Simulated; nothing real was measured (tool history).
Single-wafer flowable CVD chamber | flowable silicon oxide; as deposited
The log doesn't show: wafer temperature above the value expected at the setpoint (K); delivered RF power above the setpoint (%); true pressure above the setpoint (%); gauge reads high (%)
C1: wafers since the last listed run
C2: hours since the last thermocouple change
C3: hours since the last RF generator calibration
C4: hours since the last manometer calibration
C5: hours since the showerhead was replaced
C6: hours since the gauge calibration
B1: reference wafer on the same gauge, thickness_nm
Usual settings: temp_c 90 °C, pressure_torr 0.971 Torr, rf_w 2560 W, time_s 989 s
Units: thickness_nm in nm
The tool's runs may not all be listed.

{"run": 1, "hour": 0.0, "temp_c": 90, "pressure_torr": 0.971, "rf_w": 2840, "time_s": 989, "C1": 0, "C2": 1181.4, "C3": 1100.8, "C4": 1768.1, "C5": 5752.3, "C6": 303.3, "B1": 790.468, "thickness_nm": 988.881}
{"run": 2, "hour": 27.9, "temp_c": 90, "pressure_torr": 0.971, "rf_w": 2840, "time_s": 989, "C1": 56, "C2": 1209.3, "C3": 1128.7, "C4": 1796, "C5": 5780.2, "C6": 331.2, "B1": 791.109, "thickness_nm": 996.432}
{"run": 3, "hour": 46.9, "temp_c": 90, "pressure_torr": 0.971, "rf_w": 2840, "time_s": 989, "C1": 38, "C2": 1228.3, "C3": 1147.7, "C4": 1815, "C5": 5799.2, "C6": 350.2, "B1": 790.609, "thickness_nm": 991.067}
{"run": 4, "hour": 61.3, "temp_c": 90, "pressure_torr": 0.971, "rf_w": 2220, "time_s": 912, "C1": 29, "C2": 1242.7, "C3": 1162.1, "C4": 1829.4, "C5": 5813.6, "C6": 364.6, "B1": 790.565, "thickness_nm": 887.107}
{"run": 5, "hour": 94.2, "temp_c": 90, "pressure_torr": 0.971, "rf_w": 2220, "time_s": 912, "C1": 66, "C2": 1275.6, "C3": 1195, "C4": 1862.3, "C5": 5846.5, "C6": 397.5, "B1": 791.306, "thickness_nm": 889.991}
{"run": 6, "hour": 119.6, "temp_c": 90, "pressure_torr": 0.971, "rf_w": 2560, "time_s": 989, "C1": 51, "C2": 1301, "C3": 1220.4, "C4": 1887.7, "C5": 5871.9, "C6": 422.9, "B1": 791.313, "thickness_nm": 981.424}
{"run": 7, "hour": 134.0, "temp_c": 90, "pressure_torr": 0.971, "rf_w": 2560, "time_s": 989, "C1": 29, "C2": 1315.4, "C3": 1234.8, "C4": 1902.1, "C5": 5886.3, "C6": 437.3, "B1": 791.318, "thickness_nm": 983.089}
{"run": 8, "hour": 153.3, "temp_c": 90, "pressure_torr": 0.971, "rf_w": 2835, "time_s": 989, "C1": 39, "C2": 1334.7, "C3": 1254.1, "C4": 1921.4, "C5": 5905.6, "C6": 456.6, "B1": 791.312, "thickness_nm": 991.262}
{"run": 9, "hour": 175.5, "temp_c": 90, "pressure_torr": 0.971, "rf_w": 2835, "time_s": 989, "C1": 45, "C2": 1356.9, "C3": 1276.3, "C4": 1943.6, "C5": 5927.8, "C6": 478.8, "B1": 790.881, "thickness_nm": 996.065}
{"run": 10, "hour": 188.2, "temp_c": 90, "pressure_torr": 0.971, "rf_w": 2835, "time_s": 989, "C1": 25, "C2": 1369.6, "C3": 1289, "C4": 1956.3, "C5": 5940.5, "C6": 491.5, "B1": 792.974, "thickness_nm": 993.837}
{"hour": 201.1, "done": "showerhead replaced"}
{"hour": 204.7, "done": "gauge calibrated"}
{"run": 11, "hour": 206.0, "temp_c": 75, "pressure_torr": 0.858, "rf_w": 2560, "time_s": 989, "C1": 19, "C2": 1387.4, "C3": 1306.8, "C4": 1974.1, "C5": 4.9, "C6": 1.3, "B1": 776.58, "thickness_nm": 1254.482}
{"run": 12, "hour": 227.0, "temp_c": 90, "pressure_torr": 0.971, "rf_w": 2945, "time_s": 934, "C1": 42, "C2": 1408.4, "C3": 1327.8, "C4": 1995.1, "C5": 25.9, "C6": 22.3, "B1": 778.471, "thickness_nm": 928.665}
{"run": 13, "hour": 252.0, "temp_c": 90, "pressure_torr": 0.793, "rf_w": 2285, "time_s": 989, "C1": 50, "C2": 1433.4, "C3": 1352.8, "C4": 2020.1, "C5": 50.9, "C6": 47.3, "B1": 780.728, "thickness_nm": 781.131}
{"hour": 284.3, "done": "capacitance manometer re-zeroed and calibrated"}
{"hour": 304.0, "done": "RF generator calibrated"}
{"run": 14, "hour": 304.5, "temp_c": 90, "pressure_torr": 0.971, "rf_w": 2090, "time_s": 989, "C1": 74, "C2": 1485.9, "C3": 0.5, "C4": 20.2, "C5": 103.4, "C6": 99.8, "B1": 783.794, "thickness_nm": 949.947}
{"run": 15, "hour": 316.5, "temp_c": 90, "pressure_torr": 0.971, "rf_w": 2560, "time_s": 989, "C1": 24, "C2": 1497.9, "C3": 12.5, "C4": 32.2, "C5": 115.4, "C6": 111.8, "B1": 785.023, "thickness_nm": 976.495}
{"hour": 351.3, "done": "thermocouple changed; heater temperature recalibrated"}
{"run": 16, "hour": 351.8, "temp_c": 90, "pressure_torr": 0.971, "rf_w": 2840, "time_s": 989, "C1": 55, "C2": 0.5, "C3": 47.8, "C4": 67.5, "C5": 150.7, "C6": 147.1, "B1": 786.512, "thickness_nm": 991.489}
{"run": 17, "hour": 364.3, "temp_c": 90, "pressure_torr": 0.807, "rf_w": 2560, "time_s": 848, "C1": 25, "C2": 13, "C3": 60.3, "C4": 80, "C5": 163.2, "C6": 159.6, "B1": 785.882, "thickness_nm": 696.41}
{"run": 18, "hour": 376.4, "temp_c": 90, "pressure_torr": 0.971, "rf_w": 2835, "time_s": 989, "C1": 24, "C2": 25.1, "C3": 72.4, "C4": 92.1, "C5": 175.3, "C6": 171.7, "B1": 786.612, "thickness_nm": 988.085}
{"run": 19, "hour": 402.5, "temp_c": 90, "pressure_torr": 0.971, "rf_w": 2765, "time_s": 989, "C1": 53, "C2": 51.2, "C3": 98.5, "C4": 118.2, "C5": 201.4, "C6": 197.8, "B1": 786.767, "thickness_nm": 986.056}
{"run": 20, "hour": 432.6, "temp_c": 90, "pressure_torr": 0.971, "rf_w": 2560, "time_s": 989, "C1": 61, "C2": 81.3, "C3": 128.6, "C4": 148.3, "C5": 231.5, "C6": 227.9, "B1": 788.124, "thickness_nm": 982.702}
{"run": 21, "hour": 458.7, "temp_c": 95, "pressure_torr": 0.802, "rf_w": 2740, "time_s": 1039, "C1": 53, "C2": 107.4, "C3": 154.7, "C4": 174.4, "C5": 257.6, "C6": 254, "B1": 789.063, "thickness_nm": 739.268}

5 ways to go on from here, each from the tool as it stands after run 21. What would each give?
{"run": "A", "hour": 459.4, "temp_c": 90, "pressure_torr": 0.971, "rf_w": 2560, "time_s": 989, "C1": 1, "C2": 108.1, "C3": 155.4, "C4": 175.1, "C5": 258.3, "C6": 254.7, "B1": "?", "thickness_nm": "?"}
{"run": "B", "hour": 459.4, "temp_c": 94, "pressure_torr": 0.971, "rf_w": 2745, "time_s": 859, "C1": 1, "C2": 108.1, "C3": 155.4, "C4": 175.1, "C5": 258.3, "C6": 254.7, "B1": "?", "thickness_nm": "?"}
{"run": "C", "hour": 459.4, "temp_c": 90, "pressure_torr": 0.971, "rf_w": 2415, "time_s": 913, "C1": 1, "C2": 108.1, "C3": 155.4, "C4": 175.1, "C5": 258.3, "C6": 254.7, "B1": "?", "thickness_nm": "?"}
{"run": "D", "hour": 459.4, "temp_c": 90, "pressure_torr": 0.971, "rf_w": 2560, "time_s": 1126, "C1": 1, "C2": 108.1, "C3": 155.4, "C4": 175.1, "C5": 258.3, "C6": 254.7, "B1": "?", "thickness_nm": "?"}
{"run": "E", "hour": 459.4, "temp_c": 90, "pressure_torr": 0.971, "rf_w": 2560, "time_s": 1150, "C1": 1, "C2": 108.1, "C3": 155.4, "C4": 175.1, "C5": 258.3, "C6": 254.7, "B1": "?", "thickness_nm": "?"}

run=A B1=789.483 thickness_nm=982.289
run=B B1=789.483 thickness_nm=763.031
run=C B1=789.483 thickness_nm=899.474
run=D B1=789.483 thickness_nm=1118.36
run=E B1=789.483 thickness_nm=1142.197
Without the tool's hidden state the same runs would have given:
run=A thickness_nm=966.039
run=B thickness_nm=750.407
run=C thickness_nm=884.593
run=D thickness_nm=1099.858
run=E thickness_nm=1123.301
